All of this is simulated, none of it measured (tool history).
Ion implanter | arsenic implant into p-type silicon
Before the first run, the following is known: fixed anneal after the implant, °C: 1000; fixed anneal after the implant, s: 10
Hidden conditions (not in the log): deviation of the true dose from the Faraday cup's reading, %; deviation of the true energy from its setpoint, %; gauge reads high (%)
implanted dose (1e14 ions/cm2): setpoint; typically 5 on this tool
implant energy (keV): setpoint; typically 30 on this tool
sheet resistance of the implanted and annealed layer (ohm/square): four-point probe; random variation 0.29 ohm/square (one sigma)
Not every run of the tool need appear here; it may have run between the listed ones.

run	hour	implanted dose (1e14 ions/cm2)	implant energy (keV)	wafers since the last listed run	hours since the last dose calibration	hours since the extraction supply was calibrated	hours since the gauge calibration	read-back reference wafer on the same gauge, sheet resistance	sheet resistance of the implanted and annealed layer (ohm/square)
1	0	5	32.5	0	612.5	5488.4	450.9	161	190.58
2	12.8	5.88	30	209	625.3	5501.2	463.7	161	172.4
3	37.6	5.88	30	405	650.1	5526	488.5	161.01	172.07
4	62.8	5.88	30	411	675.3	5551.2	513.7	160.99	172.57
5	92.5	5	30	485	705	5580.9	543.4	160.99	193.17
6	106.5	4.68	30	228	719	5594.9	557.4	161.01	203.27
7	134.5	4.68	30	457	747	5622.9	585.4	161	203.12
8	151.2	5	30	272	763.7	5639.6	602.1	160.97	193.19
9	177.1	5	30	423	789.6	5665.5	628	160.97	193.06
10	210	5	30	537	822.5	5698.4	660.9	161.09	193.72
11	241.1	5	24.5	508	853.6	5729.5	692	161.02	199.79
# hour 256.2: Faraday cup replaced and dose calibrated
12	267	5	24.5	292	10.8	5755.4	717.9	161.04	200.83
13	279.1	5	24.5	197	22.9	5767.5	730	160.99	201.05
# hour 297.3: extraction supply calibrated
14	299.3	3.99	30	199	43.1	2	750.2	160.97	230.54
15	380.1	5	30	1320	123.9	82.8	831	161.05	194.89
16	395.1	5.91	26.5	245	138.9	97.8	846	161.03	175.93
17	429.9	5.74	24.5	568	173.7	132.6	880.8	161.02	181.97
18	451.3	5	30	349	195.1	154	902.2	161.01	194.02
19	478.3	3.8	36.5	441	222.1	181	929.2	161	231.21
# hour 487: gauge calibrated
20	511.2	5.44	34	537	255	213.9	24.2	161.04	179.14
21	534.4	5	30	379	278.2	237.1	47.4	160.97	194.69
22	555.7	5.88	30	348	299.5	258.4	68.7	161.01	172.55
23	582	3.64	40	429	325.8	284.7	95	161.03	235.23
24	604.9	6.37	39	374	348.7	307.6	117.9	161	154.54
25	638.4	6.42	37.5	547	382.2	341.1	151.4	160.98	155
26	653.8	5.91	30	251	397.6	356.5	166.8	161.02	171.79
27	684.7	5.42	39	504	428.5	387.4	197.7	160.99	174.95
28	704.6	3.76	37.5	325	448.4	407.3	217.6	161.03	232.12
29	724.2	5.79	26.5	320	468	426.9	237.2	161.03	177.66
30	750.6	5	30	431	494.4	453.3	263.6	161.02	193.82
31	785.5	5	30	570	529.3	488.2	298.5	160.95	193.73

Branching from run 31: 3 alternative next runs. What would each branch give?
A	785.9	5.79	30	6	529.7	488.6	298.9	?	?
B	785.9	5.82	35.5	6	529.7	488.6	298.9	?	?
C	785.9	5.75	32.5	6	529.7	488.6	298.9	?	?

run	read-back reference wafer on the same gauge, sheet resistance	sheet resistance of the implanted and annealed layer (ohm/square)
A	161.04	173.93
B	161.04	168.23
C	161.04	172.38
The same runs, with their run-to-run variation unchanged, on a tool lacking any hidden condition would have given:
run	sheet resistance of the implanted and annealed layer (ohm/square)
A	175.39
B	169.68
C	173.84
